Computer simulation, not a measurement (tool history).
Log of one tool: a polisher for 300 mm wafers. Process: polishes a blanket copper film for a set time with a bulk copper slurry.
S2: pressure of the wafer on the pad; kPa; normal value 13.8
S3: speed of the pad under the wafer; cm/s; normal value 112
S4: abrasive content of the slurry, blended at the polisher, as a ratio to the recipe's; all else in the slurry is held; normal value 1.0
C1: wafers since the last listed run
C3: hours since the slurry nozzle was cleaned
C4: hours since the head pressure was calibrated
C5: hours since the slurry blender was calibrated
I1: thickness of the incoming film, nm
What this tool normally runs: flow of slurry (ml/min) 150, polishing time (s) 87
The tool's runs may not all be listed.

Run 1, hour 0.0: usual settings; C1 0; wafers polished on this pad 372; C3 225.3; C4 390.8; C5 29.2; I1 3590.9. Result: film removed (Å) 6122.
Run 2, hour 7.1: usual settings; C1 49; wafers polished on this pad 422; C3 232.4; C4 397.9; C5 36.3; I1 3523.5. Result: film removed (Å) 6273.
Run 3, hour 21.1: usual settings; C1 97; wafers polished on this pad 519; C3 246.4; C4 411.9; C5 50.3; I1 3512.7. Result: film removed (Å) 6229.
Run 4, hour 33.6: usual settings; C1 86; wafers polished on this pad 606; C3 258.9; C4 424.4; C5 62.8; I1 3494.4. Result: film removed (Å) 6111.
Run 5, hour 50.7: usual settings; C1 118; wafers polished on this pad 724; C3 276.0; C4 441.5; C5 79.9; I1 3526.1. Result: film removed (Å) 6307.
Run 6, hour 61.1: usual settings but S3 128 cm/s, S4 0.8; C1 72; wafers polished on this pad 797; C3 286.4; C4 451.9; C5 90.3; I1 3552.0. Result: film removed (Å) 6758.
Run 7, hour 68.6: usual settings but S3 128 cm/s, S4 0.8; C1 52; wafers polished on this pad 849; C3 293.9; C4 459.4; C5 97.8; I1 3482.9. Result: film removed (Å) 6757.
Run 8, hour 74.6: usual settings; C1 41; wafers polished on this pad 891; C3 299.9; C4 465.4; C5 103.8; I1 3517.0. Result: film removed (Å) 6191.
Run 9, hour 85.8: usual settings; C1 77; wafers polished on this pad 968; C3 311.1; C4 476.6; C5 115.0; I1 3492.3. Result: film removed (Å) 6279.
Run 10, hour 101.1: usual settings but flow of slurry (ml/min) 140; C1 106; wafers polished on this pad 1075; C3 326.4; C4 491.9; C5 130.3; I1 3578.7. Result: film removed (Å) 6050.
Run 11, hour 112.7: usual settings; C1 80; wafers polished on this pad 1155; C3 338.0; C4 503.5; C5 141.9; I1 3514.8. Result: film removed (Å) 6056.
Run 12, hour 123.1: usual settings; C1 72; wafers polished on this pad 1227; C3 348.4; C4 513.9; C5 152.3; I1 3592.4. Result: film removed (Å) 5954.
Run 13, hour 138.9: usual settings; C1 109; wafers polished on this pad 1337; C3 364.2; C4 529.7; C5 168.1; I1 3585.9. Result: film removed (Å) 6132.
At hour 151.3: worn pad replaced by a new one.
Run 14, hour 152.5: usual settings but S2 11.0 kPa, polishing time (s) 105; C1 66; wafers polished on this pad 8; C3 377.8; C4 543.3; C5 181.7; I1 3532.4. Result: film removed (Å) 5925.
Run 15, hour 165.3: usual settings but S2 11.0 kPa, polishing time (s) 105; C1 88; wafers polished on this pad 97; C3 390.6; C4 556.1; C5 194.5; I1 3600.2. Result: film removed (Å) 5971.
Run 16, hour 178.9: usual settings; C1 94; wafers polished on this pad 191; C3 404.2; C4 569.7; C5 208.1; I1 3543.7. Result: film removed (Å) 6027.
Run 17, hour 186.3: usual settings but S2 11.0 kPa; C1 51; wafers polished on this pad 243; C3 411.6; C4 577.1; C5 215.5; I1 3486.2. Result: film removed (Å) 4911.
Run 18, hour 200.5: usual settings but flow of slurry (ml/min) 130, S2 10.3 kPa, polishing time (s) 114; C1 98; wafers polished on this pad 341; C3 425.8; C4 591.3; C5 229.7; I1 3539.8. Result: film removed (Å) 5746.
At hour 210.0: slurry blender recalibrated.
Run 19, hour 217.3: usual settings but S2 11.7 kPa, S3 82 cm/s, S4 1.2, polishing time (s) 112; C1 102; wafers polished on this pad 444; C3 442.6; C4 608.1; C5 7.3; I1 3537.1. Result: film removed (Å) 4792.
Run 20, hour 232.9: usual settings; C1 108; wafers polished on this pad 553; C3 458.2; C4 623.7; C5 22.9; I1 3471.5. Result: film removed (Å) 5803.
Run 21, hour 248.1: usual settings but S2 16.5 kPa, S3 84 cm/s; C1 105; wafers polished on this pad 658; C3 473.4; C4 638.9; C5 38.1; I1 3565.5. Result: film removed (Å) 5085.
Run 22, hour 255.8: usual settings but S3 144 cm/s, polishing time (s) 72; C1 53; wafers polished on this pad 712; C3 481.1; C4 646.6; C5 45.8; I1 3612.5. Result: film removed (Å) 6094.
At hour 265.1: head pressure recalibrated.
Run 23, hour 269.2: usual settings; C1 79; wafers polished on this pad 791; C3 494.5; C4 4.1; C5 59.2; I1 3538.4. Result: film removed (Å) 5578.
Run 24, hour 283.8: usual settings but S2 11.7 kPa, S3 82 cm/s, S4 1.2, polishing time (s) 112; C1 101; wafers polished on this pad 892; C3 509.1; C4 18.7; C5 73.8; I1 3520.8. Result: film removed (Å) 4620.
At hour 304.0: slurry nozzle cleaned.
Run 25, hour 330.1: usual settings but S3 94 cm/s; C1 314; wafers polished on this pad 1207; C3 26.1; C4 65.0; C5 120.1; I1 3563.8. Result: film removed (Å) 5463.
Run 26, hour 346.6: usual settings but flow of slurry (ml/min) 115, S2 11.0 kPa; C1 114; wafers polished on this pad 1322; C3 42.6; C4 81.5; C5 136.6; I1 3540.3. Result: film removed (Å) 4943.
Run 27, hour 353.5: usual settings but S3 138 cm/s; C1 47; wafers polished on this pad 1370; C3 49.5; C4 88.4; C5 143.5; I1 3479.6. Result: film removed (Å) 7847.
At hour 372.6: worn pad replaced by a new one.
Run 28, hour 400.1: usual settings; C1 295; wafers polished on this pad 191; C3 96.1; C4 135.0; C5 190.1; I1 3517.4. Result: film removed (Å) 6398.
Run 29, hour 415.4: usual settings but S4 1.1; C1 106; wafers polished on this pad 297; C3 111.4; C4 150.3; C5 205.4; I1 3550.4. Result: film removed (Å) 6464.
Run 30, hour 432.0: usual settings but flow of slurry (ml/min) 175, S3 130 cm/s, polishing time (s) 72; C1 115; wafers polished on this pad 412; C3 128.0; C4 166.9; C5 222.0; I1 3553.0. Result: film removed (Å) 6418.
Run 31, hour 445.4: usual settings; C1 93; wafers polished on this pad 505; C3 141.4; C4 180.3; C5 235.4; I1 3533.1. Result: film removed (Å) 6420.

The next listed run, before its measurement:
Run 32, hour 462.3: usual settings; C1 117; wafers polished on this pad 623; C3 158.3; C4 197.2; C5 252.3; I1 3504.0. Result: film removed (Å) ?.

film removed (Å): 6362
With the hidden condition absent and the run-to-run variation left alone, this run would have shown film removed (Å) 6413.
